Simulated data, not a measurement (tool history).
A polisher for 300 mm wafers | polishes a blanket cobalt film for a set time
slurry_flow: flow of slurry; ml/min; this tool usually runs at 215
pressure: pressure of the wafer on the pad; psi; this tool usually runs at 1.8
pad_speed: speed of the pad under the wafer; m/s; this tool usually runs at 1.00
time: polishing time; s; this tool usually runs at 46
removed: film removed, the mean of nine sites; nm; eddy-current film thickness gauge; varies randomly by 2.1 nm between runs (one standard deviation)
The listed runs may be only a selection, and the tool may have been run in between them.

run	hour	slurry_flow	pressure	pad_speed	time	wafers since the last listed run	wafers polished on this pad	hours since the slurry nozzle was cleaned	hours since the head pressure was calibrated	incoming thickness of the incoming film, nm	removed
1	0.0	215	1.8	1.00	46	0	1216	299.9	186.8	596.5	181.8
# hour 7.4: worn pad replaced by a new one
2	8.7	215	1.8	1.00	46	60	16	308.6	195.5	590.0	199.5
3	24.0	215	1.8	1.00	46	196	213	323.9	210.8	598.7	191.8
4	30.3	215	1.8	1.00	46	80	294	330.2	217.1	593.3	189.8
5	37.4	215	1.8	1.00	46	91	385	337.3	224.2	596.1	185.8
6	54.4	215	1.8	1.00	46	218	603	354.3	241.2	588.6	182.5
7	61.5	215	1.8	1.00	46	91	694	361.4	248.3	600.6	187.0
8	69.7	215	1.8	1.00	46	105	799	369.6	256.5	591.5	181.6
# hour 110.9: worn pad replaced by a new one
9	121.9	215	1.8	1.00	46	618	141	421.8	308.7	597.2	194.1
10	131.7	215	1.8	1.00	46	125	267	431.6	318.5	599.5	187.1
11	146.1	215	1.8	1.00	46	184	452	446.0	332.9	591.8	182.4
12	156.5	215	1.8	1.00	40	133	586	456.4	343.3	597.1	159.0
# hour 174.7: head pressure recalibrated
13	198.3	215	1.8	1.00	40	511	1097	498.2	23.6	609.1	155.4
14	205.1	215	1.8	1.00	40	87	1184	505.0	30.4	598.0	153.2
# hour 214.0: worn pad replaced by a new one
15	216.6	215	1.8	0.72	46	96	33	516.5	41.9	589.7	143.8
16	232.3	215	1.8	1.00	46	201	235	532.2	57.6	600.9	192.9
17	242.6	215	1.8	1.00	46	132	367	542.5	67.9	594.3	187.2
18	252.8	185	1.8	1.18	61	130	498	552.7	78.1	596.3	281.4
19	268.7	165	1.3	1.00	46	204	702	568.6	94.0	597.7	135.8
# hour 298.2: slurry nozzle cleaned
# hour 316.0: worn pad replaced by a new one
20	319.4	155	1.8	1.00	46	586	43	21.2	144.7	596.6	186.8
21	336.8	185	1.8	1.18	61	223	267	38.6	162.1	603.9	285.9
22	354.5	215	1.8	1.00	46	227	494	56.3	179.8	606.6	185.2
23	367.9	215	1.8	1.00	46	172	666	69.7	193.2	599.1	178.9
24	410.6	260	1.4	1.00	46	548	1214	112.4	235.9	598.4	147.1
25	425.3	215	1.8	1.30	46	188	1403	127.1	250.6	593.9	232.7
# hour 432.2: worn pad replaced by a new one
26	445.0	145	1.5	0.76	61	201	163	146.8	270.3	605.0	154.4
27	458.4	240	2.4	1.00	46	172	336	160.2	283.7	591.2	241.0
28	466.9	215	1.8	0.84	46	109	445	168.7	292.2	601.7	152.5
29	476.6	215	1.8	1.00	46	124	569	178.4	301.9	599.7	178.0
30	485.0	160	2.1	1.00	46	107	677	186.8	310.3	601.2	195.7

3 ways to go on from here, each from the tool as it stands after run 30. What would each give?
A	485.4	215	1.8	0.66	46	5	682	187.2	310.7	598.0	?
B	485.4	215	1.8	0.68	46	5	682	187.2	310.7	598.0	?
C	485.4	215	2.4	1.00	46	5	682	187.2	310.7	598.0	?

run	removed
A	117.8
B	121.4
C	228.8
The same runs, with their run-to-run variation unchanged, on a tool lacking any hidden condition would have given:
run	removed
A	131.1
B	135.1
C	254.6
